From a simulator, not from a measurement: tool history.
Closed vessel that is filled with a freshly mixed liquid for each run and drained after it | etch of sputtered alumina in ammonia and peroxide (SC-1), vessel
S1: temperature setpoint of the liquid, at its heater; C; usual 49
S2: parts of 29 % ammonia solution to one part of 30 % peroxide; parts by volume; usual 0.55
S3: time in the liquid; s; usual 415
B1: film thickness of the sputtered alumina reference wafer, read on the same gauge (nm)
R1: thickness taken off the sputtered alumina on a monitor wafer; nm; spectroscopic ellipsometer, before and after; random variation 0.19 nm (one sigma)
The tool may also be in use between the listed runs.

{"run": 1, "day": 0.0, "S1": 49, "S2": 0.55, "S3": 415, "B1": 70, "R1": 24.19}
{"run": 2, "day": 1.292, "S1": 49, "S2": 0.55, "S3": 415, "B1": 69.99, "R1": 24.52}
{"run": 3, "day": 2.121, "S1": 49, "S2": 0.55, "S3": 415, "B1": 69.98, "R1": 24.14}
{"run": 4, "day": 3.583, "S1": 49, "S2": 0.55, "S3": 415, "B1": 70, "R1": 24.08}
{"run": 5, "day": 4.3, "S1": 49, "S2": 0.55, "S3": 415, "B1": 69.99, "R1": 24.44}
{"run": 6, "day": 4.804, "S1": 49, "S2": 0.55, "S3": 415, "B1": 70.01, "R1": 24.12}
{"run": 7, "day": 5.383, "S1": 49, "S2": 0.55, "S3": 415, "B1": 69.98, "R1": 24.43}
{"run": 8, "day": 6.262, "S1": 49, "S2": 0.55, "S3": 415, "B1": 70.01, "R1": 24.06}
{"run": 9, "day": 7.608, "S1": 49, "S2": 0.55, "S3": 415, "B1": 70.01, "R1": 24.52}
{"run": 10, "day": 8.596, "S1": 49, "S2": 0.55, "S3": 415, "B1": 70, "R1": 24.44}
{"day": 8.725, "done": "ammonia flow meter replaced"}
{"day": 9.0, "done": "gauge calibrated"}
{"run": 11, "day": 9.308, "S1": 49, "S2": 0.55, "S3": 415, "B1": 70.01, "R1": 23.93}
{"day": 9.358, "done": "thermometer replaced"}
{"run": 12, "day": 10.438, "S1": 49, "S2": 0.55, "S3": 415, "B1": 70, "R1": 23.99}
{"run": 13, "day": 11.367, "S1": 52.5, "S2": 0.55, "S3": 560, "B1": 70.01, "R1": 39.11}
{"run": 14, "day": 12.104, "S1": 49, "S2": 0.55, "S3": 415, "B1": 70.01, "R1": 24.08}
{"run": 15, "day": 12.871, "S1": 41.5, "S2": 0.35, "S3": 625, "B1": 69.99, "R1": 22.8}
{"run": 16, "day": 14.308, "S1": 49, "S2": 0.55, "S3": 415, "B1": 70.01, "R1": 24.29}
{"day": 14.55, "done": "new drum of ammonia solution connected"}
{"run": 17, "day": 15.342, "S1": 49, "S2": 0.55, "S3": 200, "B1": 70.01, "R1": 11.66}
{"run": 18, "day": 17.379, "S1": 49, "S2": 0.55, "S3": 415, "B1": 70.03, "R1": 24.06}
{"run": 19, "day": 18.521, "S1": 43.5, "S2": 0.55, "S3": 415, "B1": 70, "R1": 17.94}
{"run": 20, "day": 19.683, "S1": 49, "S2": 0.25, "S3": 415, "B1": 70, "R1": 22.3}
{"run": 21, "day": 20.408, "S1": 49, "S2": 0.55, "S3": 415, "B1": 69.99, "R1": 24.36}
{"run": 22, "day": 21.796, "S1": 49, "S2": 0.55, "S3": 245, "B1": 70, "R1": 14.31}
{"run": 23, "day": 22.762, "S1": 49, "S2": 0.7, "S3": 175, "B1": 70, "R1": 10.3}
{"day": 22.983, "done": "gauge calibrated"}
{"run": 24, "day": 23.942, "S1": 49, "S2": 0.55, "S3": 415, "B1": 70, "R1": 23.96}
{"run": 25, "day": 25.362, "S1": 49, "S2": 0.8, "S3": 305, "B1": 69.99, "R1": 18.6}
{"run": 26, "day": 26.483, "S1": 52, "S2": 0.75, "S3": 595, "B1": 69.99, "R1": 41.94}

Forecast run 27:
{"run": 27, "day": 27.058, "S1": 49, "S2": 0.3, "S3": 415, "B1": "?", "R1": "?"}

B1: 70
R1: 22.74 nm
Without the tool's hidden state the same run would have given R1 22.74 nm.

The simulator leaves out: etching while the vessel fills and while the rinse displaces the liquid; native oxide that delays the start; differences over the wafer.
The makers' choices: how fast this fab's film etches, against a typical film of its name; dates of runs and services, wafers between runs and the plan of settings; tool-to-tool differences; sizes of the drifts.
